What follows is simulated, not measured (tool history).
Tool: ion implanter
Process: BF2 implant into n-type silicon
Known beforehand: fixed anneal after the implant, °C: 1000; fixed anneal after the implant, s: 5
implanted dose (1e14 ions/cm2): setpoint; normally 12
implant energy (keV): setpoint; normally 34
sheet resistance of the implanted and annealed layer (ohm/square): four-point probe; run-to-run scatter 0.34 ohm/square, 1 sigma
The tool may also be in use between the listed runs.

run	hour	implanted dose (1e14 ions/cm2)	implant energy (keV)	wafers since the last listed run	hours since the last dose calibration	hours since the extraction supply was calibrated	hours since the gauge calibration	read-back reference wafer on the same gauge, sheet resistance	sheet resistance of the implanted and annealed layer (ohm/square)
1	0	12	27	0	1085.3	4719.4	1791.3	184.15	195.16
2	70.7	12	27	1078	1156	4790.1	1862	184.07	195.16
3	115.5	12	27	683	1200.8	4834.9	1906.8	184.07	195.52
4	182.5	12	34	1022	1267.8	4901.9	1973.8	184.07	171.57
5	206.5	13.36	34	366	1291.8	4925.9	1997.8	184.02	167.41
6	261.3	12	34	836	1346.6	4980.7	2052.6	183.96	171.6
7	332.4	12	34	1084	1417.7	5051.8	2123.7	183.97	172.35
8	356.6	12	34	369	1441.9	5076	2147.9	183.94	171.75
9	393.8	12	34	567	1479.1	5113.2	2185.1	184	171.86
10	454.5	9.57	27	926	1539.8	5173.9	2245.8	184.05	204.68
# hour 481.1: gauge calibrated
11	507.2	12	28.5	803	1592.5	5226.6	26.1	183.99	190.21
12	555.9	9.62	39	742	1641.2	5275.3	74.8	184.06	170.92
13	607	9.62	39	779	1692.3	5326.4	125.9	183.99	170.96
14	673.2	9.62	39	1009	1758.5	5392.6	192.1	184.15	170.98
15	711.7	11.25	39.5	587	1797	5431.1	230.6	183.96	161.62
16	737.3	11.25	39.5	390	1822.6	5456.7	256.2	183.98	161.6
17	764.4	8.62	30.5	413	1849.7	5483.8	283.3	184.03	199.49
18	822.7	10.11	41	889	1908	5542.1	341.6	184.03	164.59
19	880.8	13.3	22	886	1966.1	5600.2	399.7	184.02	218.2
20	934.6	9.26	27	820	2019.9	5654	453.5	184.06	207.88
21	996.2	14.24	38	939	2081.5	5715.6	515.1	184.01	156.04
22	1045.4	9.94	26	750	2130.7	5764.8	564.3	184.03	209.38
23	1079.1	12	34	514	2164.4	5798.5	598	183.96	172.42
24	1124.9	8.75	29	698	2210.2	5844.3	643.8	183.94	203.44
25	1186.3	10.06	34	936	2271.6	5905.7	705.2	184.11	180.21
26	1241.4	11.25	39.5	840	2326.7	5960.8	760.3	184.03	162.4
# hour 1345.2: extraction supply calibrated
27	1395.1	12	39	2222	2480.4	49.9	914	183.97	158.23
# hour 1466.6: Faraday cup replaced and dose calibrated
28	1510.2	12	34	1633	43.6	165	1029.1	184.05	170.97
29	1566.1	15.58	34	852	99.5	220.9	1085	184.03	162.12
30	1611.4	12	40	691	144.8	266.2	1130.3	184.05	156.51
31	1659.4	13.94	38.5	732	192.8	314.2	1178.3	183.92	153.9
32	1698.7	13.87	26.5	599	232.1	353.5	1217.6	183.96	192.04
33	1749.2	14.98	44.5	770	282.6	404	1268.1	183.99	139.95
34	1780.3	12	34	474	313.7	435.1	1299.2	184.04	170.1
35	1847.4	9.47	34	1023	380.8	502.2	1366.3	183.96	181.85
36	1898.3	12	34	776	431.7	553.1	1417.2	183.92	170.78
37	1941.6	12	22.5	660	475	596.4	1460.5	184.04	216.63

A few steps of sheet resistance of the implanted and annealed layer (ohm/square) between consecutive runs. Split each: what settings, incoming material and random variation would produce without the hidden state, and what is left over for the hidden state, along with gauge scatter present in only one of the two compared results (measured, and without hidden state):
Hidden conditions of the tool in this case: deviation of the true dose from the Faraday cup's reading, %; deviation of the true energy from its setpoint, %; gauge reads high (%).
Run 18 -> 19: implanted dose (1e14 ions/cm2) 10.11 -> 13.3, implant energy (keV) 41 -> 22. sheet resistance of the implanted and annealed layer (ohm/square) +53.61: hidden state +1.22, all else +52.39.
Run 21 -> 22: implanted dose (1e14 ions/cm2) 14.24 -> 9.94, implant energy (keV) 38 -> 26. sheet resistance of the implanted and annealed layer (ohm/square) +53.34: hidden state +0.64, all else +52.7.
Run 26 -> 27: implanted dose (1e14 ions/cm2) 11.25 -> 12, implant energy (keV) 39.5 -> 39, extraction supply calibrated. sheet resistance of the implanted and annealed layer (ohm/square) -4.17: hidden state -1.65, all else -2.52.
Run 32 -> 33: implanted dose (1e14 ions/cm2) 13.87 -> 14.98, implant energy (keV) 26.5 -> 44.5. sheet resistance of the implanted and annealed layer (ohm/square) -52.09: hidden state -0.16, all else -51.93.

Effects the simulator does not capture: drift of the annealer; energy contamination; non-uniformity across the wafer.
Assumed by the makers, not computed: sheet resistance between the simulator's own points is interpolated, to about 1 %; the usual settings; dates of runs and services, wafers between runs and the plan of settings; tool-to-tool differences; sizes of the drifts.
